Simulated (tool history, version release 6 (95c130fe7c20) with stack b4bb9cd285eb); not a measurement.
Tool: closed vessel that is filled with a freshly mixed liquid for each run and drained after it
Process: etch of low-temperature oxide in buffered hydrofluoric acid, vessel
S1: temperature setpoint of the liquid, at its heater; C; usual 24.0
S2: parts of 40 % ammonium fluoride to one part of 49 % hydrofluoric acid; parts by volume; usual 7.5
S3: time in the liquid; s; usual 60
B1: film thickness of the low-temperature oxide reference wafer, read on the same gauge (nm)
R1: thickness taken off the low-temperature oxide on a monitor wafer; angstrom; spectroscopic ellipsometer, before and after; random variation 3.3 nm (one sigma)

run	hour	S1	S2	S3	B1	R1
1	0.0	24.0	7.5	60	139.99	3728.2
2	66.2	24.0	7.5	60	139.97	3688.7
3	136.9	24.0	7.5	60	140.01	3691.4
4	183.6	24.0	7.5	60	140.00	3720.1
5	240.1	24.0	7.5	60	140.02	3756.0
6	336.1	20.5	7.5	60	140.02	3043.6
7	441.2	28.0	7.5	35	140.02	2657.8
8	540.1	28.0	7.5	35	139.99	2728.4
9	624.4	24.0	9.0	60	140.00	3085.6
10	673.8	24.0	9.0	60	140.02	3078.0
11	712.4	24.0	7.5	60	140.02	3730.3
12	793.8	24.0	7.5	60	139.97	3784.1
13	882.8	24.0	7.5	60	139.99	3771.7
14	948.1	24.0	9.5	80	140.02	4015.7
15	994.0	26.0	6.0	70	139.97	6063.1
16	1058.2	25.5	5.0	35	140.00	3184.3
17	1121.3	22.5	10.0	40	139.99	1639.6
18	1158.1	26.5	7.5	60	140.02	3949.6
19	1263.6	24.0	7.5	45	140.02	2632.0
20	1361.9	26.0	7.5	60	139.99	3924.7
21	1463.8	24.0	7.5	60	140.01	3515.6
22	1511.9	26.0	9.5	70	140.01	3613.3
23	1586.6	19.0	10.0	60	140.00	2055.2
24	1675.6	24.0	7.5	30	139.97	1768.5
25	1773.4	26.5	8.5	35	139.97	2072.9
26	1855.9	24.0	7.5	80	139.98	4813.8
27	1946.6	24.0	7.5	85	140.02	5076.3
28	2019.0	24.0	7.5	60	140.00	3593.9
29	2106.8	24.0	7.5	60	140.01	3561.0
30	2148.4	27.5	5.0	80	140.00	8384.8
31	2184.9	24.0	9.5	60	139.99	2891.1

Not shown: 4 entries that the log had between the listed runs. Between which runs, and how does the tool's hidden state differ before and after?
Between runs 8 and 9: hydrofluoric acid flow meter replaced (hour 610.8)
  liquid hotter than its thermometer reads (K): 1.42 -> 1.48
  measured less the result without the state, R1: +197.1 -> +238.0 angstrom
Between runs 14 and 15: gauge calibrated (hour 953.2)
  liquid hotter than its thermometer reads (K): 1.72 -> 1.76
  measured less the result without the state, R1: +357.5 -> +543.7 angstrom
Between runs 15 and 16: thermometer replaced (hour 1055.9)
  liquid hotter than its thermometer reads (K): 1.76 -> 0.0349
  measured less the result without the state, R1: +543.7 -> +5.1 angstrom
Between runs 23 and 24: hydrofluoric acid flow meter replaced (hour 1592.4)
  liquid hotter than its thermometer reads (K): 0.432 -> 0.499
  measured less the result without the state, R1: +49.1 -> +47.4 angstrom
